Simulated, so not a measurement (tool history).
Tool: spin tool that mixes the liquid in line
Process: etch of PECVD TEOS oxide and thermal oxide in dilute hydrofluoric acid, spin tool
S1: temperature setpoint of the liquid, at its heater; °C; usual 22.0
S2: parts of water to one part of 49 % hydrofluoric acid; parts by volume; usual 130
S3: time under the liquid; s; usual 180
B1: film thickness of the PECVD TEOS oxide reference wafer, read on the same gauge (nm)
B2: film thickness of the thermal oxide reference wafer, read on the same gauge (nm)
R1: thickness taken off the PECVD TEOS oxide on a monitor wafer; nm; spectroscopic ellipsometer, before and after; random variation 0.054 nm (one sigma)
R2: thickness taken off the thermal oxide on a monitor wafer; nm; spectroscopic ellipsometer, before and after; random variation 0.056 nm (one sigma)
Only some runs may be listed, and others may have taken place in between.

{"run": 1, "day": 0.0, "S1": 21.0, "S2": 130, "S3": 180, "B1": 50.01, "B2": 29.98, "R1": 11.37, "R2": 6.58}
{"run": 2, "day": 1.462, "S1": 21.0, "S2": 130, "S3": 180, "B1": 50.02, "B2": 29.99, "R1": 11.5, "R2": 6.6}
{"run": 3, "day": 2.862, "S1": 21.0, "S2": 130, "S3": 180, "B1": 50.01, "B2": 30.04, "R1": 11.59, "R2": 6.65}
{"run": 4, "day": 3.817, "S1": 20.5, "S2": 130, "S3": 180, "B1": 49.98, "B2": 30.0, "R1": 11.33, "R2": 6.51}
{"run": 5, "day": 4.608, "S1": 22.0, "S2": 130, "S3": 180, "B1": 49.97, "B2": 29.98, "R1": 12.09, "R2": 7.0}
{"day": 4.954, "done": "gauge calibrated"}
{"run": 6, "day": 5.271, "S1": 22.0, "S2": 130, "S3": 180, "B1": 49.96, "B2": 29.99, "R1": 12.03, "R2": 6.93}
{"day": 7.379, "done": "hydrofluoric acid flow meter replaced"}
{"run": 7, "day": 8.346, "S1": 22.0, "S2": 130, "S3": 180, "B1": 50.01, "B2": 30.02, "R1": 10.78, "R2": 6.17}
{"day": 8.767, "done": "thermometer replaced"}
{"run": 8, "day": 9.817, "S1": 22.0, "S2": 130, "S3": 220, "B1": 49.97, "B2": 29.96, "R1": 13.44, "R2": 7.59}
{"run": 9, "day": 11.221, "S1": 22.0, "S2": 130, "S3": 180, "B1": 50.0, "B2": 29.99, "R1": 10.92, "R2": 6.19}
{"run": 10, "day": 12.167, "S1": 18.0, "S2": 175, "S3": 180, "B1": 49.99, "B2": 30.04, "R1": 6.62, "R2": 3.87}
{"run": 11, "day": 13.142, "S1": 24.5, "S2": 130, "S3": 215, "B1": 50.02, "B2": 29.93, "R1": 14.49, "R2": 8.42}
{"run": 12, "day": 13.692, "S1": 22.0, "S2": 130, "S3": 180, "B1": 50.0, "B2": 29.99, "R1": 10.93, "R2": 6.35}
{"run": 13, "day": 14.679, "S1": 22.0, "S2": 170, "S3": 95, "B1": 49.97, "B2": 29.98, "R1": 4.25, "R2": 2.45}
{"run": 14, "day": 15.279, "S1": 19.0, "S2": 105, "S3": 105, "B1": 49.99, "B2": 30.01, "R1": 7.19, "R2": 4.2}

5 ways to go on from here, each from the tool as it stands after run 14. What would each give?
{"run": "A", "day": 15.3, "S1": 24.5, "S2": 130, "S3": 180, "B1": "?", "B2": "?", "R1": "?", "R2": "?"}
{"run": "B", "day": 15.3, "S1": 17.0, "S2": 130, "S3": 245, "B1": "?", "B2": "?", "R1": "?", "R2": "?"}
{"run": "C", "day": 15.3, "S1": 22.0, "S2": 130, "S3": 70, "B1": "?", "B2": "?", "R1": "?", "R2": "?"}
{"run": "D", "day": 15.3, "S1": 22.0, "S2": 130, "S3": 280, "B1": "?", "B2": "?", "R1": "?", "R2": "?"}
{"run": "E", "day": 15.3, "S1": 20.0, "S2": 130, "S3": 180, "B1": "?", "B2": "?", "R1": "?", "R2": "?"}

run=A B1=50.00 B2=30.03 R1=12.20 R2=6.97
run=B B1=50.00 B2=30.03 R1=12.29 R2=7.02
run=C B1=50.00 B2=30.03 R1=4.30 R2=2.46
run=D B1=50.00 B2=30.03 R1=17.21 R2=9.83
run=E B1=50.00 B2=30.03 R1=10.21 R2=5.83
Stripped of hidden state, with their random variation kept, the same runs would have yielded:
run=A R1=11.86 R2=6.77
run=B R1=11.95 R2=6.83
run=C R1=4.18 R2=2.39
run=D R1=16.73 R2=9.55
run=E R1=9.93 R2=5.67
